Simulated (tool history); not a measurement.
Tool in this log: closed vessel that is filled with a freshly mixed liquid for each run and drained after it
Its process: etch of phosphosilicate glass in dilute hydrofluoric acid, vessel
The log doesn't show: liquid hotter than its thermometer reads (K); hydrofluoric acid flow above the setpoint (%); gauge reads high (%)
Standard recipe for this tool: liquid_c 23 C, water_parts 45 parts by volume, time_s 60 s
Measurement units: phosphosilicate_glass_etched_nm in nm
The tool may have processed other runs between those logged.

run     day  liquid_c  water_parts  time_s  wafers since the last listed run  hours since the thermometer was replaced  hours since the hydrofluoric acid flow meter was replaced  hours since the gauge calibration  read-back film thickness of the phosphosilicate glass reference wafer, read on the same gauge (nm)  phosphosilicate_glass_etched_nm
  1       0        23           45      40                                 0                                    2157.5                                                     1599.1                              172.6                                                                                                  50                            80.97
  2   1.058        23           45      40                              2114                                    2182.9                                                     1624.5                                198                                                                                               49.99                            81.38
  3   2.008        23           45      40                              1898                                    2205.7                                                     1647.3                              220.8                                                                                               50.02                            81.89
  4   2.538        23           45      75                              1057                                    2218.4                                                       1660                              233.5                                                                                               49.99                           151.37
      2.862  -- gauge calibrated
  5   3.067        23           45      75                              1057                                    2231.1                                                     1672.7                                4.9                                                                                               49.99                           152.36
  6   4.154        23           45      75                              2173                                    2257.2                                                     1698.8                                 31                                                                                                  50                           152.88
  7   5.288        23           45      35                              2264                                    2284.4                                                       1726                               58.2                                                                                               50.02                            71.97
  8   6.579        23           45      35                              2581                                    2315.4                                                       1757                               89.2                                                                                               50.02                            71.88
        7.2  -- thermometer replaced
  9   7.221        23           45      90                              1198                                       0.5                                                     1772.4                              104.6                                                                                               49.98                           183.61
 10   8.125      26.5           55      90                              1806                                      22.2                                                     1794.1                              126.3                                                                                                  50                           170.48
 11   9.496        23           50      30                              2739                                      55.1                                                       1827                              159.2                                                                                                  50                            55.15
     12.338  -- hydrofluoric acid flow meter replaced
 12  13.738        23           35      60                              8392                                     156.9                                                       33.6                                261                                                                                               49.99                           140.71
 13  14.733        23           25      60                              1989                                     180.8                                                       57.5                              284.9                                                                                               50.02                           197.47
     14.954  -- gauge calibrated
 14  16.021        23           45      60                              2572                                     211.7                                                       88.4                               25.6                                                                                                  50                           108.41
 15  16.938        23           45      60                              1831                                     233.7                                                      110.4                               47.6                                                                                               49.99                            108.5
 16  17.908        23           45      60                              1940                                       257                                                      133.7                               70.9                                                                                               50.01                           107.82
 17  19.046        23           45      35                              2273                                     284.3                                                        161                               98.2                                                                                               49.99                             63.6

Alternative continuations, all from the tool just after run 17; predict every row:
  A  19.075        23           45      70                                58                                       285                                                      161.7                               98.9                                                                                                   ?                                ?
  B  19.075        25           30      30                                58                                       285                                                      161.7                               98.9                                                                                                   ?                                ?
  C  19.075        19           45      35                                58                                       285                                                      161.7                               98.9                                                                                                   ?                                ?

run  read-back film thickness of the phosphosilicate glass reference wafer, read on the same gauge (nm)  phosphosilicate_glass_etched_nm
  A                                                                                               50.01                            128.5
  B                                                                                               50.01                            91.56
  C                                                                                               50.01                            54.24
Without the tool's unlogged condition, the same runs would have read:
run  phosphosilicate_glass_etched_nm
  A                           126.26
  B                               90
  C                            53.31

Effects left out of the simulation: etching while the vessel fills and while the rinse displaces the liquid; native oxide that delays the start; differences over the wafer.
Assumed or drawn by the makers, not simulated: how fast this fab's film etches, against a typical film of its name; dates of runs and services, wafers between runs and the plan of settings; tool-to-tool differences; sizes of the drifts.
